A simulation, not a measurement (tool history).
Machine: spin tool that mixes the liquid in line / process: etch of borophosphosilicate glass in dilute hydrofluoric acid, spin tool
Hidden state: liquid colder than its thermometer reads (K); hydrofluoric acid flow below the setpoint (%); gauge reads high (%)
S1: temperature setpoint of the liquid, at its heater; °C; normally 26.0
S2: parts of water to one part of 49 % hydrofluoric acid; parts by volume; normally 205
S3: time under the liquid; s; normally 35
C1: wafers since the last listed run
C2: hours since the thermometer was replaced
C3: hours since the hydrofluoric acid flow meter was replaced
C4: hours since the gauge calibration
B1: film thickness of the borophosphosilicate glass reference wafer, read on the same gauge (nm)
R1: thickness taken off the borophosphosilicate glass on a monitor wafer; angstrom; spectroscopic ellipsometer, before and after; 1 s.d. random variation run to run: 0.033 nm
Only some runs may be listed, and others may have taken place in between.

run	hour	S1	S2	S3	C1	C2	C3	C4	B1	R1
1	0.0	26.0	205	35	0	480.7	556.3	525.3	49.99	62.1
2	33.7	26.0	205	35	600	514.4	590.0	559.0	50.00	61.0
3	96.2	30.0	205	20	1113	576.9	652.5	621.5	49.99	40.1
4	254.3	29.5	205	35	2816	735.0	810.6	779.6	49.99	68.1
# hour 263.2: hydrofluoric acid flow meter replaced
5	288.9	29.5	205	35	598	769.6	25.7	814.2	50.02	72.2
6	316.2	29.5	205	35	486	796.9	53.0	841.5	50.00	72.0
# hour 352.5: gauge calibrated
7	363.0	26.0	205	35	833	843.7	99.8	10.5	49.98	63.3
8	404.3	26.0	205	35	735	885.0	141.1	51.8	50.00	63.2
9	446.3	26.0	205	35	748	927.0	183.1	93.8	50.01	63.2
10	515.2	26.0	115	25	1227	995.9	252.0	162.7	50.01	89.3
11	579.0	28.0	205	35	1136	1059.7	315.8	226.5	50.00	66.8
# hour 606.2: thermometer replaced
12	635.8	26.0	205	35	994	29.6	372.6	283.3	50.02	62.1
13	669.5	26.0	205	35	600	63.3	406.3	317.0	50.03	61.9
14	719.7	26.0	285	55	894	113.5	456.5	367.2	50.01	63.8
15	779.3	26.0	205	45	1061	173.1	516.1	426.8	49.99	78.9
16	808.4	30.5	205	55	518	202.2	545.2	455.9	49.99	113.8
17	836.7	26.0	115	35	504	230.5	573.5	484.2	50.00	121.6

5 options for the next run, each taken on its own from the tool as it stands now. Forecast them:
A	837.1	26.0	205	35	7	230.9	573.9	484.6	?	?
B	837.1	29.5	135	55	7	230.9	573.9	484.6	?	?
C	837.1	28.5	275	50	7	230.9	573.9	484.6	?	?
D	837.1	28.5	170	25	7	230.9	573.9	484.6	?	?
E	837.1	26.0	300	40	7	230.9	573.9	484.6	?	?

run	B1	R1
A	49.98	61.2
B	49.98	180.8
C	49.98	65.6
D	49.98	60.1
E	49.98	43.1
What these runs would have given with no unlogged condition in the tool:
run	R1
A	64.1
B	189.0
C	68.9
D	62.9
E	45.2
